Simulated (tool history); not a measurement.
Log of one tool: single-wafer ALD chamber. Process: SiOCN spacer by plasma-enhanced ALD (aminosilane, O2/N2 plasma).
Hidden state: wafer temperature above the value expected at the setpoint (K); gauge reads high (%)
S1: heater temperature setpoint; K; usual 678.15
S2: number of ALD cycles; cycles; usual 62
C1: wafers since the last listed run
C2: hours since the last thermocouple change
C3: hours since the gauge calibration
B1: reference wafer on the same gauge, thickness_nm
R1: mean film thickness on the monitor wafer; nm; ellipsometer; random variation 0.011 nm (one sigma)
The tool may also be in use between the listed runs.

| run | hour | S1 | S2 | C1 | C2 | C3 | B1 | R1 |
|---|---|---|---|---|---|---|---|---|
| 1 | 0.0 | 669.15 | 54 | 0 | 148.0 | 1121.3 | 3.247 | 3.129 |
| 2 | 60.0 | 669.15 | 54 | 353 | 208.0 | 1181.3 | 3.249 | 3.146 |
| 3 | 115.6 | 678.15 | 62 | 327 | 263.6 | 1236.9 | 3.249 | 3.556 |
|  | 137.8 | gauge calibrated |
| 4 | 216.2 | 678.15 | 62 | 592 | 364.2 | 78.4 | 3.252 | 3.561 |
| 5 | 258.1 | 678.15 | 55 | 246 | 406.1 | 120.3 | 3.249 | 3.150 |
| 6 | 457.9 | 678.15 | 55 | 1175 | 605.9 | 320.1 | 3.246 | 3.165 |
| 7 | 502.6 | 678.15 | 55 | 263 | 650.6 | 364.8 | 3.253 | 3.189 |
| 8 | 549.2 | 678.15 | 62 | 274 | 697.2 | 411.4 | 3.251 | 3.596 |
| 9 | 607.4 | 678.15 | 62 | 342 | 755.4 | 469.6 | 3.252 | 3.595 |
| 10 | 638.8 | 678.15 | 62 | 184 | 786.8 | 501.0 | 3.247 | 3.569 |
| 11 | 688.8 | 678.15 | 62 | 294 | 836.8 | 551.0 | 3.250 | 3.593 |
| 12 | 742.5 | 678.15 | 62 | 316 | 890.5 | 604.7 | 3.251 | 3.577 |
| 13 | 770.8 | 678.15 | 62 | 166 | 918.8 | 633.0 | 3.247 | 3.596 |
| 14 | 822.2 | 678.15 | 62 | 302 | 970.2 | 684.4 | 3.252 | 3.609 |
| 15 | 890.2 | 678.15 | 62 | 400 | 1038.2 | 752.4 | 3.251 | 3.592 |
| 16 | 945.8 | 678.15 | 62 | 327 | 1093.8 | 808.0 | 3.247 | 3.606 |
| 17 | 1005.6 | 678.15 | 68 | 351 | 1153.6 | 867.8 | 3.252 | 3.946 |
|  | 1060.6 | thermocouple changed; heater temperature recalibrated |
| 18 | 1061.7 | 678.15 | 68 | 283 | 1.1 | 923.9 | 3.253 | 3.900 |
| 19 | 1095.2 | 678.15 | 62 | 197 | 34.6 | 957.4 | 3.252 | 3.566 |
| 20 | 1121.9 | 678.15 | 68 | 157 | 61.3 | 984.1 | 3.249 | 3.895 |
| 21 | 1185.1 | 685.15 | 70 | 371 | 124.5 | 1047.3 | 3.246 | 3.937 |
| 22 | 1253.0 | 668.15 | 70 | 399 | 192.4 | 1115.2 | 3.251 | 4.065 |
| 23 | 1289.7 | 678.15 | 70 | 215 | 229.1 | 1151.9 | 3.250 | 4.010 |
| 24 | 1345.6 | 678.15 | 62 | 328 | 285.0 | 1207.8 | 3.248 | 3.574 |
| 25 | 1408.8 | 678.15 | 62 | 371 | 348.2 | 1271.0 | 3.247 | 3.577 |
| 26 | 1516.5 | 685.15 | 56 | 633 | 455.9 | 1378.7 | 3.247 | 3.150 |
|  | 1524.9 | gauge calibrated |
| 27 | 1549.7 | 678.15 | 55 | 195 | 489.1 | 24.8 | 3.249 | 3.172 |
| 28 | 1592.4 | 692.15 | 70 | 251 | 531.8 | 67.5 | 3.251 | 3.849 |
| 29 | 1623.6 | 669.15 | 50 | 183 | 563.0 | 98.7 | 3.251 | 2.908 |
| 30 | 1694.6 | 678.15 | 62 | 417 | 634.0 | 169.7 | 3.248 | 3.609 |
| 31 | 1759.5 | 688.15 | 55 | 381 | 698.9 | 234.6 | 3.250 | 3.080 |
| 32 | 1794.6 | 669.15 | 65 | 206 | 734.0 | 269.7 | 3.249 | 3.794 |
| 33 | 1850.9 | 688.15 | 65 | 331 | 790.3 | 326.0 | 3.249 | 3.644 |
| 34 | 1915.5 | 674.15 | 50 | 380 | 854.9 | 390.6 | 3.251 | 2.909 |
| 35 | 1950.2 | 663.15 | 66 | 204 | 889.6 | 425.3 | 3.249 | 3.837 |
| 36 | 2021.2 | 693.15 | 59 | 417 | 960.6 | 496.3 | 3.250 | 3.278 |
| 37 | 2078.2 | 672.15 | 71 | 335 | 1017.6 | 553.3 | 3.251 | 4.112 |

3 ways to go on from here, each from the tool as it stands after run 37. What would each give?
| A | 2078.7 | 678.15 | 65 | 2 | 1018.1 | 553.8 | ? | ? |
| B | 2078.7 | 687.15 | 66 | 2 | 1018.1 | 553.8 | ? | ? |
| C | 2078.7 | 686.15 | 57 | 2 | 1018.1 | 553.8 | ? | ? |

| run | B1 | R1 |
|---|---|---|
| A | 3.253 | 3.783 |
| B | 3.253 | 3.749 |
| C | 3.253 | 3.249 |
Without the tool's hidden state the same runs would have given:
| run | R1 |
|---|---|
| A | 3.726 |
| B | 3.665 |
| C | 3.177 |
